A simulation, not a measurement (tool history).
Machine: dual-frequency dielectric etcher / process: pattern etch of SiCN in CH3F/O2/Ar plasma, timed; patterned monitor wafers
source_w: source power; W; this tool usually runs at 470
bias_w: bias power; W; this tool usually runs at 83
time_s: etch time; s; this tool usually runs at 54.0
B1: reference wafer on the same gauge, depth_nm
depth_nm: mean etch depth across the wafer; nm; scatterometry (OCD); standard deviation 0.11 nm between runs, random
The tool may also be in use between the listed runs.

run 1 hour=0.0 | source_w=470 bias_w=83 time_s=54.0 | B1=21.15 | depth_nm=22.05
run 2 hour=61.7 | source_w=470 bias_w=83 time_s=46.0 | B1=21.10 | depth_nm=18.69
-- hour=135.3 wet clean of the chamber
run 3 hour=163.3 | source_w=470 bias_w=83 time_s=46.0 | B1=21.11 | depth_nm=19.73
run 4 hour=222.6 | source_w=470 bias_w=88 time_s=54.0 | B1=21.11 | depth_nm=23.30
run 5 hour=328.2 | source_w=470 bias_w=83 time_s=54.0 | B1=21.10 | depth_nm=22.65
run 6 hour=419.6 | source_w=590 bias_w=67 time_s=43.5 | B1=21.11 | depth_nm=19.17
run 7 hour=517.4 | source_w=390 bias_w=97 time_s=54.0 | B1=21.09 | depth_nm=21.47
-- hour=575.7 bias power generator calibrated
run 8 hour=600.5 | source_w=470 bias_w=83 time_s=41.0 | B1=21.05 | depth_nm=16.94
run 9 hour=691.3 | source_w=470 bias_w=83 time_s=46.0 | B1=21.09 | depth_nm=18.96
-- hour=736.8 gauge calibrated
-- hour=807.0 wet clean of the chamber
run 10 hour=807.5 | source_w=540 bias_w=99 time_s=49.5 | B1=21.09 | depth_nm=23.42
-- hour=892.0 source power generator calibrated
run 11 hour=895.0 | source_w=430 bias_w=83 time_s=54.0 | B1=21.13 | depth_nm=21.95
run 12 hour=953.4 | source_w=470 bias_w=68 time_s=54.0 | B1=21.10 | depth_nm=21.56
run 13 hour=990.9 | source_w=470 bias_w=92 time_s=54.0 | B1=21.14 | depth_nm=23.21
run 14 hour=1089.1 | source_w=540 bias_w=90 time_s=40.5 | B1=21.09 | depth_nm=18.44
run 15 hour=1131.5 | source_w=470 bias_w=66 time_s=54.0 | B1=21.11 | depth_nm=20.99
run 16 hour=1203.4 | source_w=500 bias_w=83 time_s=54.0 | B1=21.11 | depth_nm=22.97
run 17 hour=1250.1 | source_w=570 bias_w=92 time_s=58.5 | B1=21.09 | depth_nm=27.23
-- hour=1274.8 upper electrode replaced
run 18 hour=1344.5 | source_w=470 bias_w=83 time_s=54.0 | B1=21.12 | depth_nm=22.02
run 19 hour=1383.7 | source_w=470 bias_w=83 time_s=54.0 | B1=21.09 | depth_nm=21.93
run 20 hour=1448.5 | source_w=350 bias_w=83 time_s=59.0 | B1=21.10 | depth_nm=20.87
run 21 hour=1507.6 | source_w=540 bias_w=65 time_s=54.0 | B1=21.14 | depth_nm=21.89
run 22 hour=1558.7 | source_w=540 bias_w=83 time_s=54.0 | B1=21.07 | depth_nm=23.09
-- hour=1646.3 wet clean of the chamber
run 23 hour=1650.0 | source_w=470 bias_w=83 time_s=54.0 | B1=21.11 | depth_nm=23.10
run 24 hour=1688.3 | source_w=550 bias_w=83 time_s=54.0 | B1=21.08 | depth_nm=24.94
run 25 hour=1766.7 | source_w=390 bias_w=83 time_s=54.0 | B1=21.14 | depth_nm=21.22
run 26 hour=1838.2 | source_w=470 bias_w=83 time_s=54.0 | B1=21.11 | depth_nm=22.94
run 27 hour=1902.9 | source_w=420 bias_w=83 time_s=54.0 | B1=21.12 | depth_nm=21.66
run 28 hour=2132.4 | source_w=470 bias_w=72 time_s=48.5 | B1=21.09 | depth_nm=19.48
run 29 hour=2179.2 | source_w=470 bias_w=83 time_s=54.0 | B1=21.10 | depth_nm=22.33

Here are 5 independent what-if runs from the current tool condition. What would each one return?
run A hour=2179.6 | source_w=470 bias_w=83 time_s=48.0 | B1=? | depth_nm=?
run B hour=2179.6 | source_w=470 bias_w=83 time_s=65.0 | B1=? | depth_nm=?
run C hour=2179.6 | source_w=380 bias_w=71 time_s=54.0 | B1=? | depth_nm=?
run D hour=2179.6 | source_w=390 bias_w=75 time_s=54.0 | B1=? | depth_nm=?
run E hour=2179.6 | source_w=470 bias_w=95 time_s=54.0 | B1=? | depth_nm=?

run=A B1=21.07 depth_nm=19.88
run=B B1=21.07 depth_nm=26.92
run=C B1=21.07 depth_nm=19.42
run=D B1=21.07 depth_nm=19.94
run=E B1=21.07 depth_nm=23.18
Take away the tool's hidden state, keep each run's random variation, and the runs would have read:
run=A depth_nm=20.37
run=B depth_nm=27.58
run=C depth_nm=19.90
run=D depth_nm=20.43
run=E depth_nm=23.75
